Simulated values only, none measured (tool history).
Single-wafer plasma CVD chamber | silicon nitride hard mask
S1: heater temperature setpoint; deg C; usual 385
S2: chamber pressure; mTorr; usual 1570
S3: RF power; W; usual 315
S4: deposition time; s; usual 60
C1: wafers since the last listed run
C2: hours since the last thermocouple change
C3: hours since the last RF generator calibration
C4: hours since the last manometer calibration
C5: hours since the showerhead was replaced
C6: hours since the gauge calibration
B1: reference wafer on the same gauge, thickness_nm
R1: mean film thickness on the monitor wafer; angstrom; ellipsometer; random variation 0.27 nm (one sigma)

run 1 hour=0 | S1=385 S2=1570 S3=315 S4=60 | C1=0 C2=750.9 C3=809.6 C4=1808.2 C5=6620.8 C6=504.8 | B1=60.485 | R1=718.64
run 2 hour=50.1 | S1=385 S2=1570 S3=315 S4=60 | C1=1134 C2=801 C3=859.7 C4=1858.3 C5=6670.9 C6=554.9 | B1=60.498 | R1=720.86
run 3 hour=91.1 | S1=385 S2=1570 S3=315 S4=60 | C1=928 C2=842 C3=900.7 C4=1899.3 C5=6711.9 C6=595.9 | B1=60.428 | R1=722.09
run 4 hour=147.7 | S1=385 S2=1570 S3=315 S4=60 | C1=1281 C2=898.6 C3=957.3 C4=1955.9 C5=6768.5 C6=652.5 | B1=60.538 | R1=717.2
run 5 hour=182.7 | S1=385 S2=1570 S3=315 S4=60 | C1=792 C2=933.6 C3=992.3 C4=1990.9 C5=6803.5 C6=687.5 | B1=60.501 | R1=718.94
-- hour=214.2 gauge calibrated
run 6 hour=254.4 | S1=385 S2=1570 S3=315 S4=60 | C1=1623 C2=1005.3 C3=1064 C4=2062.6 C5=6875.2 C6=40.2 | B1=60.494 | R1=719.05
run 7 hour=290.9 | S1=385 S2=1570 S3=315 S4=57.5 | C1=826 C2=1041.8 C3=1100.5 C4=2099.1 C5=6911.7 C6=76.7 | B1=60.464 | R1=689.69
run 8 hour=317.5 | S1=385 S2=1570 S3=315 S4=60 | C1=602 C2=1068.4 C3=1127.1 C4=2125.7 C5=6938.3 C6=103.3 | B1=60.58 | R1=721.03
-- hour=332.5 RF generator calibrated
-- hour=352.4 thermocouple changed; heater temperature recalibrated
run 9 hour=358.8 | S1=385 S2=1570 S3=315 S4=60 | C1=572 C2=6.4 C3=26.3 C4=2167 C5=6979.6 C6=144.6 | B1=60.49 | R1=719.94
run 10 hour=383.8 | S1=385 S2=1570 S3=315 S4=60 | C1=565 C2=31.4 C3=51.3 C4=2192 C5=7004.6 C6=169.6 | B1=60.497 | R1=720.97
run 11 hour=442.4 | S1=385 S2=1570 S3=315 S4=60 | C1=1326 C2=90 C3=109.9 C4=2250.6 C5=7063.2 C6=228.2 | B1=60.425 | R1=719.82
run 12 hour=472.8 | S1=385 S2=1570 S3=315 S4=60 | C1=688 C2=120.4 C3=140.3 C4=2281 C5=7093.6 C6=258.6 | B1=60.489 | R1=723.26
run 13 hour=519.4 | S1=385 S2=1570 S3=315 S4=60 | C1=1054 C2=167 C3=186.9 C4=2327.6 C5=7140.2 C6=305.2 | B1=60.487 | R1=720.45
run 14 hour=546.4 | S1=394 S2=1570 S3=315 S4=60 | C1=611 C2=194 C3=213.9 C4=2354.6 C5=7167.2 C6=332.2 | B1=60.475 | R1=715.77
-- hour=565.9 capacitance manometer re-zeroed and calibrated
run 15 hour=590.4 | S1=385 S2=1570 S3=270 S4=60 | C1=814 C2=238 C3=257.9 C4=24.5 C5=7211.2 C6=376.2 | B1=60.523 | R1=641.13
run 16 hour=647.3 | S1=373 S2=1570 S3=375 S4=60 | C1=1287 C2=294.9 C3=314.8 C4=81.4 C5=7268.1 C6=433.1 | B1=60.56 | R1=815.79
-- hour=706.4 showerhead replaced
run 17 hour=706.9 | S1=380 S2=1360 S3=355 S4=60 | C1=1168 C2=354.5 C3=374.4 C4=141 C5=0.5 C6=492.7 | B1=60.462 | R1=746.84
run 18 hour=737 | S1=385 S2=1570 S3=290 S4=60 | C1=681 C2=384.6 C3=404.5 C4=171.1 C5=30.6 C6=522.8 | B1=60.49 | R1=674.8
run 19 hour=801.4 | S1=385 S2=1330 S3=315 S4=60 | C1=1457 C2=449 C3=468.9 C4=235.5 C5=95 C6=587.2 | B1=60.513 | R1=688.81
run 20 hour=855.7 | S1=398 S2=1570 S3=345 S4=60 | C1=1229 C2=503.3 C3=523.2 C4=289.8 C5=149.3 C6=641.5 | B1=60.545 | R1=761.07
-- hour=856.5 gauge calibrated
run 21 hour=898.4 | S1=385 S2=1750 S3=315 S4=60 | C1=966 C2=546 C3=565.9 C4=332.5 C5=192 C6=41.9 | B1=60.602 | R1=737.98
run 22 hour=957.9 | S1=371 S2=1570 S3=315 S4=60 | C1=1346 C2=605.5 C3=625.4 C4=392 C5=251.5 C6=101.4 | B1=60.547 | R1=718.33
run 23 hour=989.4 | S1=385 S2=1570 S3=315 S4=60 | C1=713 C2=637 C3=656.9 C4=423.5 C5=283 C6=132.9 | B1=60.501 | R1=717.15
run 24 hour=1055.6 | S1=385 S2=1570 S3=315 S4=60 | C1=1498 C2=703.2 C3=723.1 C4=489.7 C5=349.2 C6=199.1 | B1=60.491 | R1=717.77
run 25 hour=1089.8 | S1=392 S2=1900 S3=335 S4=54.3 | C1=774 C2=737.4 C3=757.3 C4=523.9 C5=383.4 C6=233.3 | B1=60.461 | R1=713.22

Forecast each of these 5 alternatives for the next run:
run A hour=1090.2 | S1=385 S2=1570 S3=315 S4=60 | C1=9 C2=737.8 C3=757.7 C4=524.3 C5=383.8 C6=233.7 | B1=? | R1=?
run B hour=1090.2 | S1=389 S2=1570 S3=315 S4=60 | C1=9 C2=737.8 C3=757.7 C4=524.3 C5=383.8 C6=233.7 | B1=? | R1=?
run C hour=1090.2 | S1=385 S2=1200 S3=315 S4=60 | C1=9 C2=737.8 C3=757.7 C4=524.3 C5=383.8 C6=233.7 | B1=? | R1=?
run D hour=1090.2 | S1=385 S2=1570 S3=355 S4=60 | C1=9 C2=737.8 C3=757.7 C4=524.3 C5=383.8 C6=233.7 | B1=? | R1=?
run E hour=1090.2 | S1=396 S2=1730 S3=295 S4=50.9 | C1=9 C2=737.8 C3=757.7 C4=524.3 C5=383.8 C6=233.7 | B1=? | R1=?

run=A B1=60.494 R1=721.11
run=B B1=60.494 R1=719.75
run=C B1=60.494 R1=666.76
run=D B1=60.494 R1=781.77
run=E B1=60.494 R1=596.93
Without the tool's hidden state the same runs would have given:
run=A R1=721.11
run=B R1=719.75
run=C R1=666.76
run=D R1=781.77
run=E R1=596.93

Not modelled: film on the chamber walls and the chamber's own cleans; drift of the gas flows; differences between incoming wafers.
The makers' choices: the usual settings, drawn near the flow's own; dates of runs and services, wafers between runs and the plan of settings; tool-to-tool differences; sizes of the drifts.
